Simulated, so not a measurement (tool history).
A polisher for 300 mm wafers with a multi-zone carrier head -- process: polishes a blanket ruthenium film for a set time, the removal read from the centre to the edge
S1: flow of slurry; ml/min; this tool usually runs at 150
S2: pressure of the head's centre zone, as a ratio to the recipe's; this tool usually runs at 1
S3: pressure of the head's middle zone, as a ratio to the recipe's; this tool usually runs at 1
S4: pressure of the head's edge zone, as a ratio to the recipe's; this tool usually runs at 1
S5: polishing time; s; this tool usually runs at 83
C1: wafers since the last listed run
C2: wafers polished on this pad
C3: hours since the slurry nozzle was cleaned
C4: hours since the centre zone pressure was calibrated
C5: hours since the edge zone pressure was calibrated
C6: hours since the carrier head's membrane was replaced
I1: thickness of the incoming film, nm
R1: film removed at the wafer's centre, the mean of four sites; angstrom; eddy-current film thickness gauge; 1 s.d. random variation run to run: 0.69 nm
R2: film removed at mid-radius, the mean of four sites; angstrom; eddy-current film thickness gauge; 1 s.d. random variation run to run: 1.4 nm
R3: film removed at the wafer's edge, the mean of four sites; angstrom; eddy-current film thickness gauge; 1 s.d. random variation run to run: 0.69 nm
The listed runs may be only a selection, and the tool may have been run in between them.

| run | day | S1 | S2 | S3 | S4 | S5 | C1 | C2 | C3 | C4 | C5 | C6 | I1 | R1 | R2 | R3 |
|---|---|---|---|---|---|---|---|---|---|---|---|---|---|---|---|---|
| 1 | 0 | 150 | 1 | 1 | 1 | 83 | 0 | 4124 | 531.5 | 1407.5 | 33.1 | 56.6 | 446.2 | 1028 | 1024 | 1024 |
| 2 | 1.517 | 150 | 1 | 1 | 1 | 83 | 380 | 4505 | 567.9 | 1443.9 | 69.5 | 93 | 443.1 | 1025 | 987 | 1025 |
|  | 2.083 | slurry nozzle cleaned |
|  | 3.829 | worn pad replaced by a new one |
| 3 | 5.075 | 150 | 1 | 1 | 1 | 83 | 841 | 312 | 71.8 | 1529.3 | 154.9 | 178.4 | 451.7 | 1100 | 1079 | 1110 |
|  | 6.133 | centre zone pressure recalibrated |
| 4 | 9.046 | 150 | 1 | 1 | 1 | 83 | 976 | 1289 | 167.1 | 69.9 | 250.2 | 273.7 | 451.9 | 1087 | 1077 | 1081 |
| 5 | 12.004 | 150 | 1.09 | 1 | 1 | 76 | 742 | 2032 | 238.1 | 140.9 | 321.2 | 344.7 | 449.8 | 1061 | 967 | 987 |
| 6 | 15.338 | 150 | 1.11 | 1 | 1 | 83 | 837 | 2869 | 318.1 | 220.9 | 401.2 | 424.7 | 454.2 | 1161 | 1028 | 1056 |
| 7 | 18.725 | 150 | 1 | 1 | 1 | 83 | 850 | 3720 | 399.4 | 302.2 | 482.5 | 506 | 449.7 | 1053 | 1026 | 1045 |
|  | 19.358 | edge zone pressure recalibrated |
| 8 | 21.5 | 150 | 1 | 1 | 1 | 83 | 676 | 4396 | 466 | 368.8 | 51.4 | 572.6 | 452.8 | 1033 | 1023 | 1027 |
| 9 | 23.283 | 150 | 1.08 | 1.05 | 1.09 | 83 | 447 | 4844 | 508.8 | 411.6 | 94.2 | 615.4 | 443.1 | 1113 | 1048 | 1068 |
|  | 23.696 | worn pad replaced by a new one |
| 10 | 26.254 | 150 | 1 | 1 | 1 | 83 | 704 | 642 | 580.1 | 482.9 | 165.5 | 686.7 | 451.4 | 1086 | 1071 | 1080 |

Run 11 comes next. What will it give?
| 11 | 28.425 | 150 | 1.11 | 0.88 | 1.03 | 94 | 545 | 1187 | 632.2 | 535 | 217.6 | 738.8 | 455.1 | ? | ? | ? |

R1: 1340 angstrom
R2: 1058 angstrom
R3: 1237 angstrom
Minus the tool's unlogged condition, the same run would have read R1 1384 angstrom, R2 1092 angstrom, R3 1277 angstrom.
